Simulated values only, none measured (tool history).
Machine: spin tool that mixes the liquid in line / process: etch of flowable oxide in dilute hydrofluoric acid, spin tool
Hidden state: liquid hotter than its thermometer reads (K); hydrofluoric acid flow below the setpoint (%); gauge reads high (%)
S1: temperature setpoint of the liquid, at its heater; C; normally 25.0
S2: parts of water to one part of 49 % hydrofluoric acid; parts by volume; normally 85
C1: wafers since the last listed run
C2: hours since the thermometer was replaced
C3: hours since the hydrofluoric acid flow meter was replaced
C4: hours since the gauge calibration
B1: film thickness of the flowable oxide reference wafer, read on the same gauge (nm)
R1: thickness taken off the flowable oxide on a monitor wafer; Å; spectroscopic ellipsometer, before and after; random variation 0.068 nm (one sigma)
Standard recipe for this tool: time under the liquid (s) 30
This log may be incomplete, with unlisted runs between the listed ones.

{"run": 1, "day": 0.0, "S1": 25.0, "S2": 85, "time under the liquid (s)": 30, "C1": 0, "C2": 344.0, "C3": 1802.9, "C4": 522.9, "B1": 40.0, "R1": 99.0}
{"run": 2, "day": 0.808, "S1": 22.5, "S2": 85, "time under the liquid (s)": 45, "C1": 300, "C2": 363.4, "C3": 1822.3, "C4": 542.3, "B1": 40.03, "R1": 135.4}
{"run": 3, "day": 1.521, "S1": 22.5, "S2": 85, "time under the liquid (s)": 45, "C1": 264, "C2": 380.5, "C3": 1839.4, "C4": 559.4, "B1": 40.01, "R1": 135.8}
{"run": 4, "day": 4.808, "S1": 22.5, "S2": 85, "time under the liquid (s)": 45, "C1": 1220, "C2": 459.4, "C3": 1918.3, "C4": 638.3, "B1": 40.0, "R1": 135.5}
{"run": 5, "day": 8.846, "S1": 25.0, "S2": 85, "time under the liquid (s)": 30, "C1": 1499, "C2": 556.3, "C3": 2015.2, "C4": 735.2, "B1": 40.01, "R1": 101.8}
{"run": 6, "day": 9.95, "S1": 25.0, "S2": 85, "time under the liquid (s)": 30, "C1": 410, "C2": 582.8, "C3": 2041.7, "C4": 761.7, "B1": 40.01, "R1": 102.5}
{"run": 7, "day": 11.229, "S1": 25.0, "S2": 85, "time under the liquid (s)": 30, "C1": 475, "C2": 613.5, "C3": 2072.4, "C4": 792.4, "B1": 39.97, "R1": 101.2}
{"run": 8, "day": 11.738, "S1": 25.0, "S2": 85, "time under the liquid (s)": 30, "C1": 188, "C2": 625.7, "C3": 2084.6, "C4": 804.6, "B1": 39.97, "R1": 102.3}
{"run": 9, "day": 13.225, "S1": 25.0, "S2": 85, "time under the liquid (s)": 30, "C1": 552, "C2": 661.4, "C3": 2120.3, "C4": 840.3, "B1": 40.0, "R1": 101.4}
{"run": 10, "day": 13.958, "S1": 25.0, "S2": 85, "time under the liquid (s)": 30, "C1": 272, "C2": 679.0, "C3": 2137.9, "C4": 857.9, "B1": 39.99, "R1": 102.7}
{"run": 11, "day": 15.029, "S1": 25.0, "S2": 85, "time under the liquid (s)": 30, "C1": 397, "C2": 704.7, "C3": 2163.6, "C4": 883.6, "B1": 39.99, "R1": 103.9}
{"run": 12, "day": 15.604, "S1": 25.0, "S2": 85, "time under the liquid (s)": 30, "C1": 213, "C2": 718.5, "C3": 2177.4, "C4": 897.4, "B1": 39.97, "R1": 102.8}
{"run": 13, "day": 16.662, "S1": 23.5, "S2": 95, "time under the liquid (s)": 30, "C1": 393, "C2": 743.9, "C3": 2202.8, "C4": 922.8, "B1": 39.98, "R1": 86.5}
{"run": 14, "day": 17.229, "S1": 22.5, "S2": 70, "time under the liquid (s)": 20, "C1": 210, "C2": 757.5, "C3": 2216.4, "C4": 936.4, "B1": 40.02, "R1": 76.5}
{"day": 18.625, "done": "gauge calibrated"}
{"run": 15, "day": 19.621, "S1": 28.5, "S2": 105, "time under the liquid (s)": 30, "C1": 888, "C2": 814.9, "C3": 2273.8, "C4": 23.9, "B1": 39.95, "R1": 93.1}
{"day": 20.158, "done": "thermometer replaced"}
{"day": 20.221, "done": "hydrofluoric acid flow meter replaced"}
{"run": 16, "day": 20.521, "S1": 21.0, "S2": 50, "time under the liquid (s)": 15, "C1": 303, "C2": 8.7, "C3": 7.2, "C4": 45.5, "B1": 40.02, "R1": 75.7}
{"run": 17, "day": 21.396, "S1": 21.0, "S2": 100, "time under the liquid (s)": 20, "C1": 324, "C2": 29.7, "C3": 28.2, "C4": 66.5, "B1": 39.97, "R1": 46.7}
{"run": 18, "day": 22.688, "S1": 25.0, "S2": 85, "time under the liquid (s)": 15, "C1": 479, "C2": 60.7, "C3": 59.2, "C4": 97.5, "B1": 39.95, "R1": 49.3}
{"run": 19, "day": 23.658, "S1": 28.0, "S2": 120, "time under the liquid (s)": 35, "C1": 360, "C2": 84.0, "C3": 82.5, "C4": 120.8, "B1": 39.99, "R1": 87.8}
{"run": 20, "day": 24.792, "S1": 25.0, "S2": 85, "time under the liquid (s)": 30, "C1": 420, "C2": 111.2, "C3": 109.7, "C4": 148.0, "B1": 40.0, "R1": 99.0}
{"run": 21, "day": 25.5, "S1": 29.0, "S2": 105, "time under the liquid (s)": 35, "C1": 263, "C2": 128.2, "C3": 126.7, "C4": 165.0, "B1": 39.98, "R1": 106.4}
{"run": 22, "day": 26.229, "S1": 25.0, "S2": 85, "time under the liquid (s)": 30, "C1": 270, "C2": 145.7, "C3": 144.2, "C4": 182.5, "B1": 40.02, "R1": 99.2}
{"run": 23, "day": 27.617, "S1": 25.0, "S2": 60, "time under the liquid (s)": 30, "C1": 515, "C2": 179.0, "C3": 177.5, "C4": 215.8, "B1": 40.01, "R1": 144.7}
{"run": 24, "day": 28.242, "S1": 25.0, "S2": 85, "time under the liquid (s)": 30, "C1": 232, "C2": 194.0, "C3": 192.5, "C4": 230.8, "B1": 40.01, "R1": 100.6}
{"run": 25, "day": 29.142, "S1": 25.0, "S2": 85, "time under the liquid (s)": 30, "C1": 334, "C2": 215.6, "C3": 214.1, "C4": 252.4, "B1": 39.97, "R1": 99.8}
{"run": 26, "day": 30.567, "S1": 27.0, "S2": 115, "time under the liquid (s)": 30, "C1": 529, "C2": 249.8, "C3": 248.3, "C4": 286.6, "B1": 40.0, "R1": 76.5}
{"run": 27, "day": 31.775, "S1": 25.0, "S2": 50, "time under the liquid (s)": 50, "C1": 448, "C2": 278.8, "C3": 277.3, "C4": 315.6, "B1": 40.01, "R1": 299.5}

Branching from run 27: 5 alternative next runs. What would each branch give?
{"run": "A", "day": 31.792, "S1": 25.0, "S2": 70, "time under the liquid (s)": 30, "C1": 6, "C2": 279.2, "C3": 277.7, "C4": 316.0, "B1": "?", "R1": "?"}
{"run": "B", "day": 31.792, "S1": 23.0, "S2": 55, "time under the liquid (s)": 40, "C1": 6, "C2": 279.2, "C3": 277.7, "C4": 316.0, "B1": "?", "R1": "?"}
{"run": "C", "day": 31.792, "S1": 21.5, "S2": 85, "time under the liquid (s)": 15, "C1": 6, "C2": 279.2, "C3": 277.7, "C4": 316.0, "B1": "?", "R1": "?"}
{"run": "D", "day": 31.792, "S1": 23.5, "S2": 115, "time under the liquid (s)": 25, "C1": 6, "C2": 279.2, "C3": 277.7, "C4": 316.0, "B1": "?", "R1": "?"}
{"run": "E", "day": 31.792, "S1": 22.0, "S2": 100, "time under the liquid (s)": 20, "C1": 6, "C2": 279.2, "C3": 277.7, "C4": 316.0, "B1": "?", "R1": "?"}

run=A B1=40.00 R1=123.2
run=B B1=40.00 R1=196.8
run=C B1=40.00 R1=43.3
run=D B1=40.00 R1=55.6
run=E B1=40.00 R1=49.1
Stripped of hidden state, with their random variation kept, the same runs would have yielded:
run=A R1=117.4
run=B R1=187.3
run=C R1=41.2
run=D R1=53.0
run=E R1=46.8

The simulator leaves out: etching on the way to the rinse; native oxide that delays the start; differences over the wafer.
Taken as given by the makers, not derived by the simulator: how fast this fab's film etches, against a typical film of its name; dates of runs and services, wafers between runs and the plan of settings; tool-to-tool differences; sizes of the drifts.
